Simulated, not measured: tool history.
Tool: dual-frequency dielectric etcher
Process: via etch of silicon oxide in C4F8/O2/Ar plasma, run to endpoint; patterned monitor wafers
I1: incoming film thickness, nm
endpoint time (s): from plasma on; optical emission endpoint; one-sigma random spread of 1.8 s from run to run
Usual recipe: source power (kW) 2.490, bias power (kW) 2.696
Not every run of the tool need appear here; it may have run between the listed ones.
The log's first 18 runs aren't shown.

{"run": 19, "hour": 213.4, "source power (kW)": 2.49, "bias power (kW)": 2.696, "I1": 1444.0, "endpoint time (s)": 229.4}
{"run": 20, "hour": 220.3, "source power (kW)": 2.49, "bias power (kW)": 3.053, "I1": 1441.2, "endpoint time (s)": 225.0}
{"run": 21, "hour": 238.2, "source power (kW)": 2.3, "bias power (kW)": 2.953, "I1": 1455.3, "endpoint time (s)": 233.7}
{"run": 22, "hour": 256.1, "source power (kW)": 2.49, "bias power (kW)": 2.696, "I1": 1452.2, "endpoint time (s)": 235.2}
{"run": 23, "hour": 263.9, "source power (kW)": 2.49, "bias power (kW)": 2.072, "I1": 1438.4, "endpoint time (s)": 243.4}
{"run": 24, "hour": 271.7, "source power (kW)": 1.94, "bias power (kW)": 3.219, "I1": 1453.9, "endpoint time (s)": 239.8}
{"run": 25, "hour": 306.0, "source power (kW)": 2.79, "bias power (kW)": 2.479, "I1": 1438.0, "endpoint time (s)": 228.8}
{"run": 26, "hour": 319.8, "source power (kW)": 2.91, "bias power (kW)": 2.498, "I1": 1447.3, "endpoint time (s)": 230.9}
{"run": 27, "hour": 336.5, "source power (kW)": 2.65, "bias power (kW)": 3.346, "I1": 1440.7, "endpoint time (s)": 222.5}
{"run": 28, "hour": 350.0, "source power (kW)": 2.49, "bias power (kW)": 2.696, "I1": 1443.0, "endpoint time (s)": 233.8}
{"run": 29, "hour": 360.9, "source power (kW)": 2.96, "bias power (kW)": 3.139, "I1": 1423.9, "endpoint time (s)": 218.3}
{"run": 30, "hour": 370.4, "source power (kW)": 2.7, "bias power (kW)": 2.041, "I1": 1453.7, "endpoint time (s)": 244.7}
{"run": 31, "hour": 381.9, "source power (kW)": 2.19, "bias power (kW)": 2.328, "I1": 1454.6, "endpoint time (s)": 250.9}
{"run": 32, "hour": 394.3, "source power (kW)": 2.49, "bias power (kW)": 3.254, "I1": 1443.5, "endpoint time (s)": 226.0}
{"run": 33, "hour": 408.1, "source power (kW)": 1.9, "bias power (kW)": 2.884, "I1": 1457.8, "endpoint time (s)": 246.7}
{"run": 34, "hour": 424.8, "source power (kW)": 1.95, "bias power (kW)": 2.355, "I1": 1429.3, "endpoint time (s)": 255.2}

Below are 5 alternative next runs, each starting from the tool's condition after run 34. Predict each:
{"run": "A", "hour": 425.3, "source power (kW)": 2.22, "bias power (kW)": 2.696, "I1": 1440.7, "endpoint time (s)": "?"}
{"run": "B", "hour": 425.3, "source power (kW)": 2.07, "bias power (kW)": 2.696, "I1": 1440.7, "endpoint time (s)": "?"}
{"run": "C", "hour": 425.3, "source power (kW)": 2.77, "bias power (kW)": 2.875, "I1": 1440.7, "endpoint time (s)": "?"}
{"run": "D", "hour": 425.3, "source power (kW)": 3.08, "bias power (kW)": 2.866, "I1": 1440.7, "endpoint time (s)": "?"}
{"run": "E", "hour": 425.3, "source power (kW)": 2.49, "bias power (kW)": 2.151, "I1": 1440.7, "endpoint time (s)": "?"}

run=A endpoint_time_(s)=242.1
run=B endpoint_time_(s)=246.1
run=C endpoint_time_(s)=226.3
run=D endpoint_time_(s)=220.2
run=E endpoint_time_(s)=245.4
Without the tool's unlogged condition, the same runs would have read:
run=A endpoint_time_(s)=236.3
run=B endpoint_time_(s)=240.3
run=C endpoint_time_(s)=220.9
run=D endpoint_time_(s)=214.9
run=E endpoint_time_(s)=239.5
